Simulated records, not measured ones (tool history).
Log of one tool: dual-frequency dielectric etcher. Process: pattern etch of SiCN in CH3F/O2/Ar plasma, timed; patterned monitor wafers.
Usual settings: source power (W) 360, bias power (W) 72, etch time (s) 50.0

run    hour  source power (W)  bias power (W)  etch time (s)  wafers since the last listed run  hours since the last wet clean  hours since the last source power generator calibration  hours since the last bias power generator calibration  hours since the last upper electrode change  hours since the gauge calibration  read-back reference wafer on the same gauge, depth_nm  mean etch depth across the wafer (nm)
  1     0.0               360              72           50.0                                 0                            85.4                                                   3293.0                                                 1824.1                                       4456.3                             1637.6                                                  15.17                                  16.66
  2    81.8               360              72           50.0                              1590                           167.2                                                   3374.8                                                 1905.9                                       4538.1                             1719.4                                                  15.19                                  16.58
  3   126.4               360              72           50.0                               867                           211.8                                                   3419.4                                                 1950.5                                       4582.7                             1764.0                                                  15.20                                  16.39
  4   176.8               360              72           50.0                               980                           262.2                                                   3469.8                                                 2000.9                                       4633.1                             1814.4                                                  15.19                                  16.41
  5   207.1               340              72           50.0                               589                           292.5                                                   3500.1                                                 2031.2                                       4663.4                             1844.7                                                  15.21                                  15.95
  6   244.5               340              72           50.0                               727                           329.9                                                   3537.5                                                 2068.6                                       4700.8                             1882.1                                                  15.20                                  15.70
      303.1  -- wet clean of the chamber
  7   304.4               340              72           50.0                               698                             1.3                                                   3597.4                                                 2128.5                                       4760.7                             1942.0                                                  15.19                                  16.38
  8   357.9               360              72           50.0                              1040                            54.8                                                   3650.9                                                 2182.0                                       4814.2                             1995.5                                                  15.21                                  16.69
      367.7  -- gauge calibrated
  9   386.0               400              64           62.0                               546                            82.9                                                   3679.0                                                 2210.1                                       4842.3                               18.3                                                  15.19                                  20.82
 10   432.9               410              55           50.0                               911                           129.8                                                   3725.9                                                 2257.0                                       4889.2                               65.2                                                  15.21                                  16.21
      443.9  -- bias power generator calibrated
 11   470.8               300              78           62.5                               659                           167.7                                                   3763.8                                                   26.9                                       4927.1                              103.1                                                  15.21                                  19.49
      547.3  -- upper electrode replaced
 12   547.8               360              72           60.0                              1030                           244.7                                                   3840.8                                                  103.9                                          0.5                              180.1                                                  15.20                                  19.62
 13   588.9               450              72           39.0                               799                           285.8                                                   3881.9                                                  145.0                                         41.6                              221.2                                                  15.21                                  14.08
 14   632.4               320              84           43.5                               845                           329.3                                                   3925.4                                                  188.5                                         85.1                              264.7                                                  15.24                                  13.95
 15   687.7               360              72           50.0                              1075                           384.6                                                   3980.7                                                  243.8                                        140.4                              320.0                                                  15.19                                  16.04
 16   749.5               360              72           50.0                              1201                           446.4                                                   4042.5                                                  305.6                                        202.2                              381.8                                                  15.17                                  15.89
 17   788.0               360              72           50.0                               748                           484.9                                                   4081.0                                                  344.1                                        240.7                              420.3                                                  15.20                                  15.75
      822.6  -- wet clean of the chamber
 18   832.3               420              63           59.5                               394                             9.7                                                   4125.3                                                  388.4                                        285.0                              464.6                                                  15.18                                  20.88
      851.2  -- source power generator calibrated
 19   886.7               360              72           50.0                               980                            64.1                                                     35.5                                                  442.8                                        339.4                              519.0                                                  15.19                                  16.96
 20   927.6               280              72           50.0                               795                           105.0                                                     76.4                                                  483.7                                        380.3                              559.9                                                  15.19                                  14.92
 21   978.6               390              72           63.0                               991                           156.0                                                    127.4                                                  534.7                                        431.3                              610.9                                                  15.20                                  21.86
 22  1013.4               330              64           61.0                               676                           190.8                                                    162.2                                                  569.5                                        466.1                              645.7                                                  15.20                                  18.77
 23  1068.8               360              72           41.0                              1077                           246.2                                                    217.6                                                  624.9                                        521.5                              701.1                                                  15.19                                  13.47
 24  1118.2               430              67           64.5                               960                           295.6                                                    267.0                                                  674.3                                        570.9                              750.5                                                  15.22                                  22.47
 25  1146.9               360              72           50.0                               558                           324.3                                                    295.7                                                  703.0                                        599.6                              779.2                                                  15.21                                  16.26
 26  1193.7               300              87           39.0                               910                           371.1                                                    342.5                                                  749.8                                        646.4                              826.0                                                  15.19                                  12.36
 27  1237.7               430              72           50.0                               855                           415.1                                                    386.5                                                  793.8                                        690.4                              870.0                                                  15.22                                  17.60
     1290.5  -- wet clean of the chamber
 28  1291.0               360              72           50.0                               569                             0.5                                                    439.8                                                  847.1                                        743.7                              923.3                                                  15.22                                  17.01
 29  1307.1               360              72           50.0                               313                            16.6                                                    455.9                                                  863.2                                        759.8                              939.4                                                  15.19                                  16.94

5 ways to go on from here, each from the tool as it stands after run 29. What would each give?
  A  1307.5               360              72           50.0                                 7                            17.0                                                    456.3                                                  863.6                                        760.2                              939.8                                                      ?                                      ?
  B  1307.5               360              72           57.0                                 7                            17.0                                                    456.3                                                  863.6                                        760.2                              939.8                                                      ?                                      ?
  C  1307.5               420              81           43.0                                 7                            17.0                                                    456.3                                                  863.6                                        760.2                              939.8                                                      ?                                      ?
  D  1307.5               290              72           50.0                                 7                            17.0                                                    456.3                                                  863.6                                        760.2                              939.8                                                      ?                                      ?
  E  1307.5               310              63           64.0                                 7                            17.0                                                    456.3                                                  863.6                                        760.2                              939.8                                                      ?                                      ?

run  read-back reference wafer on the same gauge, depth_nm  mean etch depth across the wafer (nm)
  A                                                  15.17                                  16.95
  B                                                  15.17                                  19.33
  C                                                  15.17                                  16.29
  D                                                  15.17                                  15.22
  E                                                  15.17                                  19.31
Without the tool's hidden state the same runs would have given:
run  mean etch depth across the wafer (nm)
  A                                  16.93
  B                                  19.30
  C                                  16.27
  D                                  15.20
  E                                  19.28
